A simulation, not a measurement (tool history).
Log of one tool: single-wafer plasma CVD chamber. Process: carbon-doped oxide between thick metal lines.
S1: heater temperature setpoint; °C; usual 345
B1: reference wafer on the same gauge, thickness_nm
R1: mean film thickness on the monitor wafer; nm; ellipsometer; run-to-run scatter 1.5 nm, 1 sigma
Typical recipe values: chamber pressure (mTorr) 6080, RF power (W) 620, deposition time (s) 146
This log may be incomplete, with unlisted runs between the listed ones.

{"run": 1, "hour": 0.0, "S1": 345, "chamber pressure (mTorr)": 6080, "RF power (W)": 620, "deposition time (s)": 146, "B1": 734.951, "R1": 816.641}
{"run": 2, "hour": 16.2, "S1": 345, "chamber pressure (mTorr)": 6080, "RF power (W)": 620, "deposition time (s)": 146, "B1": 735.012, "R1": 819.536}
{"run": 3, "hour": 30.0, "S1": 345, "chamber pressure (mTorr)": 6080, "RF power (W)": 620, "deposition time (s)": 146, "B1": 734.99, "R1": 818.228}
{"run": 4, "hour": 48.9, "S1": 345, "chamber pressure (mTorr)": 6080, "RF power (W)": 620, "deposition time (s)": 146, "B1": 734.855, "R1": 816.344}
{"run": 5, "hour": 96.7, "S1": 345, "chamber pressure (mTorr)": 6080, "RF power (W)": 620, "deposition time (s)": 165, "B1": 735.193, "R1": 925.375}
{"run": 6, "hour": 113.8, "S1": 345, "chamber pressure (mTorr)": 6080, "RF power (W)": 645, "deposition time (s)": 146, "B1": 734.939, "R1": 830.116}
{"run": 7, "hour": 127.3, "S1": 345, "chamber pressure (mTorr)": 6080, "RF power (W)": 645, "deposition time (s)": 146, "B1": 734.927, "R1": 831.957}
{"run": 8, "hour": 144.9, "S1": 345, "chamber pressure (mTorr)": 6080, "RF power (W)": 645, "deposition time (s)": 146, "B1": 735.357, "R1": 827.243}
{"run": 9, "hour": 175.6, "S1": 345, "chamber pressure (mTorr)": 5050, "RF power (W)": 620, "deposition time (s)": 146, "B1": 735.158, "R1": 784.15}
{"hour": 213.8, "done": "thermocouple changed; heater temperature recalibrated"}
{"run": 10, "hour": 214.3, "S1": 345, "chamber pressure (mTorr)": 5050, "RF power (W)": 620, "deposition time (s)": 146, "B1": 734.981, "R1": 785.047}
{"run": 11, "hour": 221.4, "S1": 345, "chamber pressure (mTorr)": 6080, "RF power (W)": 620, "deposition time (s)": 146, "B1": 735.134, "R1": 817.165}
{"hour": 229.0, "done": "gauge calibrated"}
{"hour": 250.6, "done": "capacitance manometer re-zeroed and calibrated"}
{"run": 12, "hour": 251.1, "S1": 345, "chamber pressure (mTorr)": 6080, "RF power (W)": 620, "deposition time (s)": 146, "B1": 734.885, "R1": 826.117}
{"run": 13, "hour": 272.5, "S1": 340, "chamber pressure (mTorr)": 6080, "RF power (W)": 620, "deposition time (s)": 146, "B1": 734.876, "R1": 836.242}
{"run": 14, "hour": 288.3, "S1": 358, "chamber pressure (mTorr)": 6080, "RF power (W)": 655, "deposition time (s)": 146, "B1": 735.518, "R1": 816.917}
{"run": 15, "hour": 333.1, "S1": 345, "chamber pressure (mTorr)": 6080, "RF power (W)": 620, "deposition time (s)": 146, "B1": 735.05, "R1": 823.744}
{"run": 16, "hour": 358.5, "S1": 356, "chamber pressure (mTorr)": 7390, "RF power (W)": 620, "deposition time (s)": 174, "B1": 735.128, "R1": 975.159}
{"hour": 391.4, "done": "RF generator calibrated"}
{"hour": 396.2, "done": "showerhead replaced"}
{"run": 17, "hour": 415.5, "S1": 351, "chamber pressure (mTorr)": 6080, "RF power (W)": 620, "deposition time (s)": 165, "B1": 734.92, "R1": 943.343}
{"run": 18, "hour": 522.5, "S1": 345, "chamber pressure (mTorr)": 6080, "RF power (W)": 620, "deposition time (s)": 146, "B1": 735.151, "R1": 842.662}
{"run": 19, "hour": 541.3, "S1": 330, "chamber pressure (mTorr)": 7430, "RF power (W)": 620, "deposition time (s)": 146, "B1": 735.037, "R1": 899.342}
{"run": 20, "hour": 566.2, "S1": 345, "chamber pressure (mTorr)": 6080, "RF power (W)": 620, "deposition time (s)": 146, "B1": 734.971, "R1": 839.264}
{"run": 21, "hour": 583.3, "S1": 345, "chamber pressure (mTorr)": 6080, "RF power (W)": 620, "deposition time (s)": 146, "B1": 735.443, "R1": 838.36}
{"run": 22, "hour": 614.4, "S1": 345, "chamber pressure (mTorr)": 6080, "RF power (W)": 575, "deposition time (s)": 146, "B1": 734.829, "R1": 814.136}
{"run": 23, "hour": 628.7, "S1": 345, "chamber pressure (mTorr)": 6080, "RF power (W)": 620, "deposition time (s)": 146, "B1": 734.912, "R1": 837.231}
{"run": 24, "hour": 657.9, "S1": 345, "chamber pressure (mTorr)": 7150, "RF power (W)": 620, "deposition time (s)": 146, "B1": 735.263, "R1": 854.951}
{"run": 25, "hour": 679.3, "S1": 345, "chamber pressure (mTorr)": 6080, "RF power (W)": 620, "deposition time (s)": 118, "B1": 734.921, "R1": 675.033}
{"run": 26, "hour": 711.2, "S1": 345, "chamber pressure (mTorr)": 7320, "RF power (W)": 570, "deposition time (s)": 146, "B1": 734.886, "R1": 828.153}
{"run": 27, "hour": 741.8, "S1": 337, "chamber pressure (mTorr)": 6490, "RF power (W)": 560, "deposition time (s)": 128, "B1": 734.635, "R1": 724.792}
{"run": 28, "hour": 762.1, "S1": 336, "chamber pressure (mTorr)": 6080, "RF power (W)": 525, "deposition time (s)": 146, "B1": 735.103, "R1": 795.909}
{"run": 29, "hour": 800.2, "S1": 345, "chamber pressure (mTorr)": 6080, "RF power (W)": 645, "deposition time (s)": 146, "B1": 734.991, "R1": 844.962}

Each run again, without the hidden state but with its own random variation kept:
Unlogged tool condition in this case: wafer temperature above the value expected at the setpoint (K); delivered RF power above the setpoint (%); true pressure above the setpoint (%); gauge reads high (%).
run=1 R1=854.712
run=2 R1=857.863
run=3 R1=856.593
run=4 R1=854.754
run=5 R1=969.275
run=6 R1=869.607
run=7 R1=871.619
run=8 R1=866.788
run=9 R1=824.461
run=10 R1=825.623
run=11 R1=856.652
run=12 R1=856.317
run=13 R1=867.398
run=14 R1=847.762
run=15 R1=855.953
run=16 R1=1012.922
run=17 R1=952.413
run=18 R1=856.783
run=19 R1=913.300
run=20 R1=855.511
run=21 R1=855.404
run=22 R1=832.076
run=23 R1=856.313
run=24 R1=873.135
run=25 R1=692.139
run=26 R1=847.682
run=27 R1=744.575
run=28 R1=819.465
run=29 R1=870.890
